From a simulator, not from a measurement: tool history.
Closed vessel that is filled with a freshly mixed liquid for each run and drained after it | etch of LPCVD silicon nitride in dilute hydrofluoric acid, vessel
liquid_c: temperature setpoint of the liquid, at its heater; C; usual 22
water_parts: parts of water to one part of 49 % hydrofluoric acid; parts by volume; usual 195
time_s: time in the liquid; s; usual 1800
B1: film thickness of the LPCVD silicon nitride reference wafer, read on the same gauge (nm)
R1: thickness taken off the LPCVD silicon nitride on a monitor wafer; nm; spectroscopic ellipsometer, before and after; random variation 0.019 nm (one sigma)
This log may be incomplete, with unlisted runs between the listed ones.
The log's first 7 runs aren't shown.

run 8 day=30.929 | liquid_c=22 water_parts=195 time_s=1800 | B1=129.981 | R1=3.285
-- day=33.562 hydrofluoric acid flow meter replaced
run 9 day=35.196 | liquid_c=22 water_parts=170 time_s=1145 | B1=130.003 | R1=2.396
run 10 day=37.758 | liquid_c=22 water_parts=170 time_s=1145 | B1=130.009 | R1=2.4
run 11 day=39.538 | liquid_c=22 water_parts=195 time_s=1800 | B1=129.995 | R1=3.327
run 12 day=42.067 | liquid_c=22 water_parts=195 time_s=1800 | B1=129.998 | R1=3.283
run 13 day=44.75 | liquid_c=22 water_parts=155 time_s=1800 | B1=130.029 | R1=4.148
run 14 day=47.621 | liquid_c=22 water_parts=195 time_s=1800 | B1=130.041 | R1=3.299
run 15 day=51.329 | liquid_c=17.5 water_parts=235 time_s=2195 | B1=129.99 | R1=2.523
run 16 day=54.817 | liquid_c=18 water_parts=250 time_s=905 | B1=130.017 | R1=1.008
-- day=55.217 thermometer replaced
run 17 day=58.25 | liquid_c=20.5 water_parts=165 time_s=2810 | B1=129.947 | R1=5.499
run 18 day=60.225 | liquid_c=22 water_parts=155 time_s=2205 | B1=130.009 | R1=5.039
run 19 day=62.458 | liquid_c=26.5 water_parts=295 time_s=2350 | B1=129.98 | R1=3.802
run 20 day=72.367 | liquid_c=22 water_parts=195 time_s=1800 | B1=129.983 | R1=3.303
run 21 day=76.138 | liquid_c=20.5 water_parts=285 time_s=2540 | B1=130.003 | R1=2.913
run 22 day=79.083 | liquid_c=17.5 water_parts=265 time_s=2205 | B1=130.01 | R1=2.273
run 23 day=82.038 | liquid_c=22 water_parts=195 time_s=1800 | B1=130.003 | R1=3.319
run 24 day=85.829 | liquid_c=24.5 water_parts=195 time_s=1800 | B1=129.996 | R1=3.866
-- day=87.367 gauge calibrated
run 25 day=90.162 | liquid_c=18.5 water_parts=195 time_s=1800 | B1=129.971 | R1=2.64
run 26 day=94.4 | liquid_c=26 water_parts=230 time_s=1800 | B1=130.021 | R1=3.611
run 27 day=96.05 | liquid_c=19.5 water_parts=265 time_s=1800 | B1=129.953 | R1=2.09
run 28 day=98.733 | liquid_c=22 water_parts=195 time_s=1800 | B1=130.016 | R1=3.316
-- day=100.396 thermometer replaced
run 29 day=102.108 | liquid_c=24.5 water_parts=250 time_s=1800 | B1=130.016 | R1=3.045
-- day=104.517 hydrofluoric acid flow meter replaced
run 30 day=106.3 | liquid_c=24 water_parts=195 time_s=2575 | B1=129.986 | R1=5.389
run 31 day=116.179 | liquid_c=24.5 water_parts=130 time_s=2125 | B1=129.955 | R1=6.834

The next listed run, before its measurement:
run 32 day=117.921 | liquid_c=22 water_parts=135 time_s=1800 | B1=? | R1=?

B1: 130.023
R1: 4.757 nm
With no hidden state in the tool, this same run would have given R1 4.757 nm.
